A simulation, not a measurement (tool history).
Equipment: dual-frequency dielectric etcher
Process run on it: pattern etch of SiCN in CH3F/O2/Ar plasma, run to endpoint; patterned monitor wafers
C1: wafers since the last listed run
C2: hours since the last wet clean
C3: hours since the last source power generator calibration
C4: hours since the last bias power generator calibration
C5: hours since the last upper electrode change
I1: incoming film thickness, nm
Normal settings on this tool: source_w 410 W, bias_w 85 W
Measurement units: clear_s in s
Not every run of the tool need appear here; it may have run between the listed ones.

{"run": 1, "hour": 0.0, "source_w": 410, "bias_w": 85, "C1": 0, "C2": 186.7, "C3": 2295.2, "C4": 2090.3, "C5": 2061.7, "I1": 6.74, "clear_s": 16.0}
{"run": 2, "hour": 48.6, "source_w": 410, "bias_w": 85, "C1": 660, "C2": 235.3, "C3": 2343.8, "C4": 2138.9, "C5": 2110.3, "I1": 6.72, "clear_s": 16.1}
{"run": 3, "hour": 114.9, "source_w": 470, "bias_w": 74, "C1": 900, "C2": 301.6, "C3": 2410.1, "C4": 2205.2, "C5": 2176.6, "I1": 6.68, "clear_s": 15.7}
{"run": 4, "hour": 141.7, "source_w": 470, "bias_w": 74, "C1": 364, "C2": 328.4, "C3": 2436.9, "C4": 2232.0, "C5": 2203.4, "I1": 6.69, "clear_s": 15.8}
{"hour": 179.8, "done": "wet clean of the chamber"}
{"run": 5, "hour": 189.2, "source_w": 470, "bias_w": 74, "C1": 319, "C2": 9.4, "C3": 2484.4, "C4": 2279.5, "C5": 2250.9, "I1": 6.7, "clear_s": 15.6}
{"run": 6, "hour": 261.0, "source_w": 410, "bias_w": 85, "C1": 975, "C2": 81.2, "C3": 2556.2, "C4": 2351.3, "C5": 2322.7, "I1": 6.77, "clear_s": 16.1}
{"run": 7, "hour": 312.0, "source_w": 410, "bias_w": 85, "C1": 692, "C2": 132.2, "C3": 2607.2, "C4": 2402.3, "C5": 2373.7, "I1": 6.71, "clear_s": 15.8}
{"run": 8, "hour": 346.1, "source_w": 410, "bias_w": 85, "C1": 463, "C2": 166.3, "C3": 2641.3, "C4": 2436.4, "C5": 2407.8, "I1": 6.72, "clear_s": 16.0}
{"run": 9, "hour": 402.5, "source_w": 410, "bias_w": 76, "C1": 766, "C2": 222.7, "C3": 2697.7, "C4": 2492.8, "C5": 2464.2, "I1": 6.71, "clear_s": 16.2}
{"run": 10, "hour": 448.7, "source_w": 410, "bias_w": 76, "C1": 627, "C2": 268.9, "C3": 2743.9, "C4": 2539.0, "C5": 2510.4, "I1": 6.73, "clear_s": 16.4}
{"run": 11, "hour": 495.2, "source_w": 410, "bias_w": 76, "C1": 631, "C2": 315.4, "C3": 2790.4, "C4": 2585.5, "C5": 2556.9, "I1": 6.72, "clear_s": 16.3}
{"hour": 543.8, "done": "wet clean of the chamber"}
{"run": 12, "hour": 544.3, "source_w": 410, "bias_w": 78, "C1": 340, "C2": 0.5, "C3": 2839.5, "C4": 2634.6, "C5": 2606.0, "I1": 6.71, "clear_s": 16.0}
{"hour": 568.5, "done": "source power generator calibrated"}
{"run": 13, "hour": 609.8, "source_w": 410, "bias_w": 85, "C1": 835, "C2": 66.0, "C3": 41.3, "C4": 2700.1, "C5": 2671.5, "I1": 6.72, "clear_s": 15.7}
{"run": 14, "hour": 644.1, "source_w": 410, "bias_w": 85, "C1": 465, "C2": 100.3, "C3": 75.6, "C4": 2734.4, "C5": 2705.8, "I1": 6.68, "clear_s": 15.7}
{"run": 15, "hour": 711.6, "source_w": 480, "bias_w": 98, "C1": 916, "C2": 167.8, "C3": 143.1, "C4": 2801.9, "C5": 2773.3, "I1": 6.77, "clear_s": 14.9}
{"hour": 718.9, "done": "bias power generator calibrated"}
{"run": 16, "hour": 770.5, "source_w": 490, "bias_w": 75, "C1": 745, "C2": 226.7, "C3": 202.0, "C4": 51.6, "C5": 2832.2, "I1": 6.66, "clear_s": 15.4}
{"hour": 842.6, "done": "upper electrode replaced"}
{"hour": 867.6, "done": "wet clean of the chamber"}
{"run": 17, "hour": 868.1, "source_w": 410, "bias_w": 85, "C1": 673, "C2": 0.5, "C3": 299.6, "C4": 149.2, "C5": 25.5, "I1": 6.68, "clear_s": 15.6}
{"run": 18, "hour": 913.2, "source_w": 460, "bias_w": 67, "C1": 612, "C2": 45.6, "C3": 344.7, "C4": 194.3, "C5": 70.6, "I1": 6.69, "clear_s": 15.9}
{"run": 19, "hour": 959.3, "source_w": 410, "bias_w": 95, "C1": 626, "C2": 91.7, "C3": 390.8, "C4": 240.4, "C5": 116.7, "I1": 6.67, "clear_s": 15.3}
{"run": 20, "hour": 994.0, "source_w": 470, "bias_w": 98, "C1": 471, "C2": 126.4, "C3": 425.5, "C4": 275.1, "C5": 151.4, "I1": 6.72, "clear_s": 14.8}
{"run": 21, "hour": 1031.7, "source_w": 440, "bias_w": 69, "C1": 512, "C2": 164.1, "C3": 463.2, "C4": 312.8, "C5": 189.1, "I1": 6.67, "clear_s": 16.1}
{"run": 22, "hour": 1060.5, "source_w": 410, "bias_w": 85, "C1": 391, "C2": 192.9, "C3": 492.0, "C4": 341.6, "C5": 217.9, "I1": 6.77, "clear_s": 16.0}
{"run": 23, "hour": 1096.3, "source_w": 460, "bias_w": 105, "C1": 486, "C2": 228.7, "C3": 527.8, "C4": 377.4, "C5": 253.7, "I1": 6.7, "clear_s": 14.6}
{"run": 24, "hour": 1160.9, "source_w": 410, "bias_w": 85, "C1": 877, "C2": 293.3, "C3": 592.4, "C4": 442.0, "C5": 318.3, "I1": 6.7, "clear_s": 15.8}
{"run": 25, "hour": 1207.9, "source_w": 410, "bias_w": 72, "C1": 638, "C2": 340.3, "C3": 639.4, "C4": 489.0, "C5": 365.3, "I1": 6.65, "clear_s": 16.4}
{"hour": 1247.1, "done": "wet clean of the chamber"}
{"run": 26, "hour": 1247.6, "source_w": 410, "bias_w": 85, "C1": 213, "C2": 0.5, "C3": 679.1, "C4": 528.7, "C5": 405.0, "I1": 6.81, "clear_s": 15.8}
{"run": 27, "hour": 1298.9, "source_w": 490, "bias_w": 76, "C1": 696, "C2": 51.8, "C3": 730.4, "C4": 580.0, "C5": 456.3, "I1": 6.7, "clear_s": 15.3}
{"run": 28, "hour": 1364.1, "source_w": 410, "bias_w": 68, "C1": 885, "C2": 117.0, "C3": 795.6, "C4": 645.2, "C5": 521.5, "I1": 6.75, "clear_s": 16.5}

Some steps in clear_s between neighbouring runs. How much of each would the tool show without its hidden state too (settings, what came in, random variation), and how much is left for the hidden state, with any gauge scatter that isn't in both results?
Hidden conditions of the tool in this case: etch rate over this chamber's usual, %; source power that arrives over what is set, %; bias power that arrives over what is set, %.
Run 4 -> 5: wet clean of the chamber. clear_s -0.2 s: hidden state -0.3, all else +0.1.
Run 11 -> 12: bias_w 76 -> 78, wet clean of the chamber. clear_s -0.3 s: hidden state -0.3, all else +0.0.
Run 20 -> 21: source_w 470 -> 440, bias_w 98 -> 69. clear_s +1.3 s: hidden state +0.0, all else +1.3.
Run 22 -> 23: source_w 410 -> 460, bias_w 85 -> 105. clear_s -1.4 s: hidden state -0.1, all else -1.3.

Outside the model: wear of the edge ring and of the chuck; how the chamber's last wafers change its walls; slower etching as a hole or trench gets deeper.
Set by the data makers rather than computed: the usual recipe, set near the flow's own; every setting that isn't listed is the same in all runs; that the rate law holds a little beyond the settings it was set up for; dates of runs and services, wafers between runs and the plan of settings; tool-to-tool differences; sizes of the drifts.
